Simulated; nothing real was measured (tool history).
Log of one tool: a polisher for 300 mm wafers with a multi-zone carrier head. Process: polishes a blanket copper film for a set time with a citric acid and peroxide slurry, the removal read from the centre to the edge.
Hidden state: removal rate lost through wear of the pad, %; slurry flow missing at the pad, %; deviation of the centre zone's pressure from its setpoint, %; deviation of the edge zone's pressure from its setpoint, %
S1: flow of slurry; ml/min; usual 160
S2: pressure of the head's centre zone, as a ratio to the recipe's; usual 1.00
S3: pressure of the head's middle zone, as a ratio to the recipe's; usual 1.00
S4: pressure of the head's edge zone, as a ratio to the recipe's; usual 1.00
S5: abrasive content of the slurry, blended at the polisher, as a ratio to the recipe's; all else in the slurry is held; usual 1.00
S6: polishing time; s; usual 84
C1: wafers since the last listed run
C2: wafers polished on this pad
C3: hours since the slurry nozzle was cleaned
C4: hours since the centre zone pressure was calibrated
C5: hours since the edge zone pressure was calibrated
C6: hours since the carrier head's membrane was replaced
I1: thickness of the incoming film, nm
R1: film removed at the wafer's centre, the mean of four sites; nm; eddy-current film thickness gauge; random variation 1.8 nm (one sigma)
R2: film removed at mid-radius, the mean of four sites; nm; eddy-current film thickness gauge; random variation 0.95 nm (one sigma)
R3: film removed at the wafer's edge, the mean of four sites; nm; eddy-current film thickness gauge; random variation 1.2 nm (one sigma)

run	hour	S1	S2	S3	S4	S5	S6	C1	C2	C3	C4	C5	C6	I1	R1	R2	R3
1	0.0	160	1.00	1.03	1.00	1.00	84	0	1304	265.8	546.9	171.3	978.8	1230.7	104.3	108.4	103.2
# hour 57.0: carrier head's membrane replaced by a new one
2	98.8	160	1.00	1.03	1.00	1.00	84	626	1930	364.6	645.7	270.1	41.8	1214.9	103.5	107.8	101.1
# hour 131.4: worn pad replaced by a new one
3	201.0	160	1.00	1.03	1.00	1.00	84	656	465	466.8	747.9	372.3	144.0	1244.4	110.7	115.1	111.1
4	251.8	160	1.00	1.00	1.00	1.00	84	339	804	517.6	798.7	423.1	194.8	1240.8	107.0	108.5	104.6
5	352.6	160	1.00	1.00	1.00	1.00	84	673	1478	618.4	899.5	523.9	295.6	1244.4	103.2	104.8	103.6
# hour 403.1: slurry nozzle cleaned
# hour 420.1: worn pad replaced by a new one
# hour 554.7: centre zone pressure recalibrated
6	563.1	160	1.00	1.00	1.00	1.00	84	1360	942	160.0	8.4	734.4	506.1	1226.1	104.2	107.3	106.7
7	626.7	160	1.00	1.00	1.00	1.00	74	425	1367	223.6	72.0	798.0	569.7	1216.0	94.5	94.2	93.6
8	729.2	160	1.00	1.00	1.00	1.00	74	685	2052	326.1	174.5	900.5	672.2	1226.3	89.8	93.1	90.7
# hour 736.5: worn pad replaced by a new one
9	799.3	160	1.00	1.00	1.00	1.00	84	441	419	396.2	244.6	970.6	742.3	1237.4	113.0	112.8	111.0
10	870.0	160	1.00	1.08	1.00	1.00	84	472	892	466.9	315.3	1041.3	813.0	1221.2	108.0	116.2	106.9
# hour 892.4: edge zone pressure recalibrated
11	974.1	125	1.00	0.91	1.00	0.85	107	682	1574	571.0	419.4	81.7	917.1	1203.6	122.6	117.1	125.1
12	1028.2	160	1.00	1.00	1.00	1.00	84	361	1936	625.1	473.5	135.8	971.2	1211.7	104.0	107.3	105.6
# hour 1041.3: carrier head's membrane replaced by a new one
# hour 1057.0: worn pad replaced by a new one, of another model than before
13	1098.9	160	1.00	1.00	1.00	0.90	84	412	280	695.8	544.2	206.5	57.6	1235.3	111.0	112.0	113.0
# hour 1145.9: slurry nozzle cleaned
14	1189.0	160	1.00	1.00	1.00	1.00	84	595	875	43.1	634.3	296.6	147.7	1241.3	108.7	109.5	108.7
15	1285.5	125	1.04	1.00	1.00	1.15	84	644	1520	139.6	730.8	393.1	244.2	1227.8	111.0	106.7	106.7
# hour 1369.6: worn pad replaced by a new one
16	1378.9	160	1.11	1.00	0.96	1.20	84	597	62	233.0	824.2	486.5	337.6	1224.9	132.1	121.6	117.8
17	1446.1	160	1.00	1.00	1.06	1.00	84	449	511	300.2	891.4	553.7	404.8	1238.5	110.0	109.9	110.0

Each run again, without the hidden state but with its own random variation kept:
run	R1	R2	R3
1	120.1	124.9	118.8
2	120.6	125.7	117.8
3	119.6	124.4	120.0
4	118.8	120.5	116.2
5	117.7	119.5	118.2
6	116.5	120.0	119.3
7	107.3	106.9	106.3
8	103.1	106.9	104.1
9	121.0	120.8	118.8
10	120.0	129.0	118.8
11	139.4	133.1	142.3
12	118.9	122.7	120.7
13	116.5	117.6	118.6
14	120.4	121.2	120.3
15	125.8	120.9	120.8
16	136.7	125.8	121.9
17	121.0	120.9	121.0

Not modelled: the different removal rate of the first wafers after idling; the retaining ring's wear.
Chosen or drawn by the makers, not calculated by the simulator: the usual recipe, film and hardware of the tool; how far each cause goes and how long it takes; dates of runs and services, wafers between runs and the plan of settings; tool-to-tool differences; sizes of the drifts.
